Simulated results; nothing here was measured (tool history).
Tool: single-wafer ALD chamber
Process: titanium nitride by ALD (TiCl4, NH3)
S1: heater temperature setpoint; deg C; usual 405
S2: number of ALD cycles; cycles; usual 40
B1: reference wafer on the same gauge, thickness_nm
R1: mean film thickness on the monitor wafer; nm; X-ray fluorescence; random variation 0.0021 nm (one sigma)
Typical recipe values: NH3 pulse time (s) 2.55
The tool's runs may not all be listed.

Run 1, hour 0: usual settings but NH3 pulse time (s) 2.12; B1 0.688. Result: R1 0.826 nm.
Run 2, hour 32.8: usual settings; B1 0.687. Result: R1 0.83 nm.
Run 3, hour 62.4: usual settings but NH3 pulse time (s) 2.27; B1 0.687. Result: R1 0.829 nm.
Run 4, hour 134: usual settings but NH3 pulse time (s) 2.27; B1 0.688. Result: R1 0.826 nm.
Run 5, hour 185.3: usual settings; B1 0.688. Result: R1 0.828 nm.
Run 6, hour 252: usual settings; B1 0.687. Result: R1 0.829 nm.
Run 7, hour 300.7: usual settings; B1 0.688. Result: R1 0.832 nm.
Run 8, hour 334.5: usual settings but S2 43 cycles; B1 0.686. Result: R1 0.888 nm.
Run 9, hour 387.7: usual settings but S2 43 cycles; B1 0.687. Result: R1 0.888 nm.
Run 10, hour 423.4: usual settings but S2 43 cycles; B1 0.687. Result: R1 0.896 nm.
Run 11, hour 456: usual settings but S1 400 deg C, NH3 pulse time (s) 3.27; B1 0.686. Result: R1 0.837 nm.
Run 12, hour 481.7: usual settings; B1 0.687. Result: R1 0.834 nm.
Run 13, hour 534.8: usual settings but S2 45 cycles; B1 0.687. Result: R1 0.931 nm.
Run 14, hour 579.6: usual settings but S1 395 deg C; B1 0.687. Result: R1 0.824 nm.
At hour 601.2: thermocouple changed; heater temperature recalibrated.
At hour 606.8: showerhead replaced.
Run 15, hour 647.4: usual settings; B1 0.687. Result: R1 0.828 nm.
Run 16, hour 684.5: usual settings but S1 415 deg C; B1 0.687. Result: R1 0.833 nm.
Run 17, hour 727.8: usual settings; B1 0.686. Result: R1 0.832 nm.
Run 18, hour 756.8: usual settings but NH3 pulse time (s) 2.16; B1 0.687. Result: R1 0.826 nm.
Run 19, hour 800.2: usual settings but S1 410 deg C, S2 36 cycles, NH3 pulse time (s) 3.24; B1 0.686. Result: R1 0.756 nm.
Run 20, hour 843.5: usual settings but S1 401 deg C; B1 0.686. Result: R1 0.827 nm.
Run 21, hour 882.5: usual settings but NH3 pulse time (s) 2.19; B1 0.687. Result: R1 0.829 nm.
At hour 912.3: gauge calibrated.
Run 22, hour 912.7: usual settings but S2 45 cycles, NH3 pulse time (s) 3.31; B1 0.687. Result: R1 0.939 nm.
Run 23, hour 971.1: usual settings; B1 0.687. Result: R1 0.831 nm.
Run 24, hour 1178.5: usual settings but S2 42 cycles, NH3 pulse time (s) 2.92; B1 0.687. Result: R1 0.878 nm.
Run 25, hour 1232.3: usual settings; B1 0.687. Result: R1 0.829 nm.

3 ways to go on from here, each from the tool as it stands after run 25. What would each give?
Run A, hour 1232.8: usual settings; B1 ?. Result: R1 ?.
Run B, hour 1232.8: usual settings but NH3 pulse time (s) 3.29; B1 ?. Result: R1 ?.
Run C, hour 1232.8: usual settings but S1 413 deg C, S2 45 cycles; B1 ?. Result: R1 ?.

run     B1     R1
  A  0.687  0.829
  B  0.687  0.835
  C  0.687  0.935
Had the tool no hidden state, the same runs would have come out as:
run     R1
  A  0.829
  B  0.835
  C  0.935
